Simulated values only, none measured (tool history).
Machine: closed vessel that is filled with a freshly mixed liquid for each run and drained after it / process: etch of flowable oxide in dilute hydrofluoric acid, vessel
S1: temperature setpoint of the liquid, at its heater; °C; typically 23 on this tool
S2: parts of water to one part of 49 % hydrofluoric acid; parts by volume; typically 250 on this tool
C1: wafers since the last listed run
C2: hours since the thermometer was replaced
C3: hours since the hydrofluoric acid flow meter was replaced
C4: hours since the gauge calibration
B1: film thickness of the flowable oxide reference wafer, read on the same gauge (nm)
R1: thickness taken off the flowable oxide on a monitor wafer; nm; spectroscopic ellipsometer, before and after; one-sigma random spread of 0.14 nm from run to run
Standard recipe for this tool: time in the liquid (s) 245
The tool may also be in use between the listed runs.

run 1 hour=0 | S1=21 S2=250 time_in_the_liquid_(s)=245 | C1=0 C2=452.7 C3=180.1 C4=335.3 | B1=110.01 | R1=32.74
run 2 hour=55 | S1=21 S2=250 time_in_the_liquid_(s)=245 | C1=5611 C2=507.7 C3=235.1 C4=390.3 | B1=109.97 | R1=32.69
run 3 hour=100.2 | S1=23 S2=250 time_in_the_liquid_(s)=245 | C1=4611 C2=552.9 C3=280.3 C4=435.5 | B1=110.02 | R1=34.85
run 4 hour=146.8 | S1=23 S2=250 time_in_the_liquid_(s)=245 | C1=4754 C2=599.5 C3=326.9 C4=482.1 | B1=109.98 | R1=34.96
run 5 hour=202.1 | S1=23 S2=250 time_in_the_liquid_(s)=245 | C1=5642 C2=654.8 C3=382.2 C4=537.4 | B1=109.99 | R1=34.54
run 6 hour=262 | S1=23 S2=250 time_in_the_liquid_(s)=245 | C1=6111 C2=714.7 C3=442.1 C4=597.3 | B1=110 | R1=34.57
run 7 hour=319.3 | S1=23 S2=250 time_in_the_liquid_(s)=245 | C1=5846 C2=772 C3=499.4 C4=654.6 | B1=109.98 | R1=34.92
run 8 hour=381.2 | S1=23 S2=250 time_in_the_liquid_(s)=245 | C1=6315 C2=833.9 C3=561.3 C4=716.5 | B1=109.99 | R1=34.38
run 9 hour=410.7 | S1=23 S2=250 time_in_the_liquid_(s)=245 | C1=3009 C2=863.4 C3=590.8 C4=746 | B1=110.03 | R1=34.47
run 10 hour=469.1 | S1=23 S2=250 time_in_the_liquid_(s)=245 | C1=5958 C2=921.8 C3=649.2 C4=804.4 | B1=110 | R1=34.38
run 11 hour=508.8 | S1=23 S2=250 time_in_the_liquid_(s)=245 | C1=4050 C2=961.5 C3=688.9 C4=844.1 | B1=109.97 | R1=34.19
-- hour=533.2 gauge calibrated
run 12 hour=541 | S1=23 S2=250 time_in_the_liquid_(s)=245 | C1=3285 C2=993.7 C3=721.1 C4=7.8 | B1=109.98 | R1=34.11
run 13 hour=582.5 | S1=23 S2=250 time_in_the_liquid_(s)=185 | C1=4234 C2=1035.2 C3=762.6 C4=49.3 | B1=110 | R1=25.82
run 14 hour=652.2 | S1=23 S2=370 time_in_the_liquid_(s)=195 | C1=7111 C2=1104.9 C3=832.3 C4=119 | B1=109.99 | R1=16.16
run 15 hour=723.5 | S1=23 S2=195 time_in_the_liquid_(s)=320 | C1=7274 C2=1176.2 C3=903.6 C4=190.3 | B1=110.03 | R1=60.52
-- hour=762.2 hydrofluoric acid flow meter replaced
run 16 hour=774.8 | S1=23 S2=250 time_in_the_liquid_(s)=245 | C1=5131 C2=1227.5 C3=12.6 C4=241.6 | B1=110 | R1=35.53
run 17 hour=803.2 | S1=23 S2=250 time_in_the_liquid_(s)=380 | C1=2897 C2=1255.9 C3=41 C4=270 | B1=109.98 | R1=54.91
run 18 hour=836 | S1=23 S2=345 time_in_the_liquid_(s)=315 | C1=3346 C2=1288.7 C3=73.8 C4=302.8 | B1=110 | R1=30.14
-- hour=865.1 thermometer replaced
run 19 hour=878.2 | S1=23 S2=250 time_in_the_liquid_(s)=375 | C1=4203 C2=13.1 C3=116 C4=345 | B1=109.99 | R1=54.45
run 20 hour=925.1 | S1=23 S2=250 time_in_the_liquid_(s)=245 | C1=4785 C2=60 C3=162.9 C4=391.9 | B1=110.01 | R1=35.23
run 21 hour=987.1 | S1=20.5 S2=300 time_in_the_liquid_(s)=205 | C1=6325 C2=122 C3=224.9 C4=453.9 | B1=109.97 | R1=21.31
run 22 hour=1022.3 | S1=23 S2=285 time_in_the_liquid_(s)=245 | C1=3591 C2=157.2 C3=260.1 C4=489.1 | B1=110.01 | R1=29.47
run 23 hour=1063.4 | S1=19 S2=310 time_in_the_liquid_(s)=375 | C1=4193 C2=198.3 C3=301.2 C4=530.2 | B1=109.99 | R1=35.13
run 24 hour=1108.5 | S1=20 S2=190 time_in_the_liquid_(s)=115 | C1=4601 C2=243.4 C3=346.3 C4=575.3 | B1=110 | R1=20.49
run 25 hour=1134.1 | S1=19 S2=250 time_in_the_liquid_(s)=110 | C1=2611 C2=269 C3=371.9 C4=600.9 | B1=110 | R1=13.52

Here are 4 independent what-if runs from the current tool condition. What would each one return?
run A hour=1134.8 | S1=23 S2=250 time_in_the_liquid_(s)=245 | C1=71 C2=269.7 C3=372.6 C4=601.6 | B1=? | R1=?
run B hour=1134.8 | S1=19.5 S2=355 time_in_the_liquid_(s)=385 | C1=71 C2=269.7 C3=372.6 C4=601.6 | B1=? | R1=?
run C hour=1134.8 | S1=19.5 S2=250 time_in_the_liquid_(s)=245 | C1=71 C2=269.7 C3=372.6 C4=601.6 | B1=? | R1=?
run D hour=1134.8 | S1=26.5 S2=345 time_in_the_liquid_(s)=105 | C1=71 C2=269.7 C3=372.6 C4=601.6 | B1=? | R1=?

run=A B1=109.99 R1=34.67
run=B B1=109.99 R1=30.7
run=C B1=109.99 R1=30.47
run=D B1=109.99 R1=11.04
Had the tool no hidden state, the same runs would have come out as:
run=A R1=35.33
run=B R1=31.32
run=C R1=31.04
run=D R1=11.27
